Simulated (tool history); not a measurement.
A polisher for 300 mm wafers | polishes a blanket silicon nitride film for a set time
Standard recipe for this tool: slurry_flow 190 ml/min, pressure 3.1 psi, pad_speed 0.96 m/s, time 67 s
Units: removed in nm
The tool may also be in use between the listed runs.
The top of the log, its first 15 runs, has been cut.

run	hour	slurry_flow	pressure	pad_speed	time	incoming thickness of the incoming film, nm	removed
16	929.6	240	2.7	1.24	78	891.7	133.9
17	1007.7	190	3.1	1.24	89	902.5	169.1
18	1062.8	215	3.1	1.24	67	887.8	132.3
19	1116.2	190	3.1	0.96	67	890.2	103.2
20	1214.7	165	4.1	1.10	48	886.5	104.4
21	1273.2	145	2.6	1.28	52	905.0	77.2
# hour 1352.9: worn pad replaced by a new one
22	1543.0	145	2.1	0.76	89	895.7	74.7
# hour 1611.3: slurry nozzle cleaned
23	1619.1	190	3.5	1.28	67	882.6	149.8
# hour 1648.0: head pressure recalibrated
24	1676.6	170	2.6	0.76	59	903.7	61.5
25	1731.9	190	4.0	0.96	67	903.3	131.1
26	1804.0	190	2.3	0.78	67	895.3	63.0
27	1869.8	190	3.1	0.96	67	895.1	103.1
# hour 1934.8: worn pad replaced by a new one
28	1973.7	190	3.1	0.96	67	901.1	110.0
29	2019.4	190	3.1	0.86	79	888.5	112.5
30	2072.0	230	3.4	1.24	89	917.3	190.1
31	2139.2	190	2.2	1.10	67	908.9	82.6
32	2235.3	250	3.6	0.84	52	903.0	84.9
33	2307.8	225	3.1	1.24	83	894.4	163.5
34	2388.4	190	2.1	0.96	67	893.1	69.8
# hour 2444.3: head pressure recalibrated
35	2481.7	190	3.1	0.96	67	908.7	101.4
# hour 2509.6: worn pad replaced by a new one
# hour 2519.6: slurry nozzle cleaned
36	2521.3	130	2.1	1.04	87	887.2	90.9

Consider 5 possible next runs. They are alternatives, not a sequence: every one starts from the tool as it was left by run 36. What does each give?
A	2521.8	190	3.1	0.96	67	906.4	?
B	2521.8	240	3.1	0.84	67	906.4	?
C	2521.8	190	4.1	0.74	47	906.4	?
D	2521.8	190	3.1	0.70	67	906.4	?
E	2521.8	190	3.1	1.10	67	906.4	?

run	removed
A	106.4
B	98.7
C	80.2
D	82.7
E	118.7
Had the tool no hidden state, the same runs would have come out as:
run	removed
A	107.5
B	99.6
C	81.0
D	83.5
E	119.8
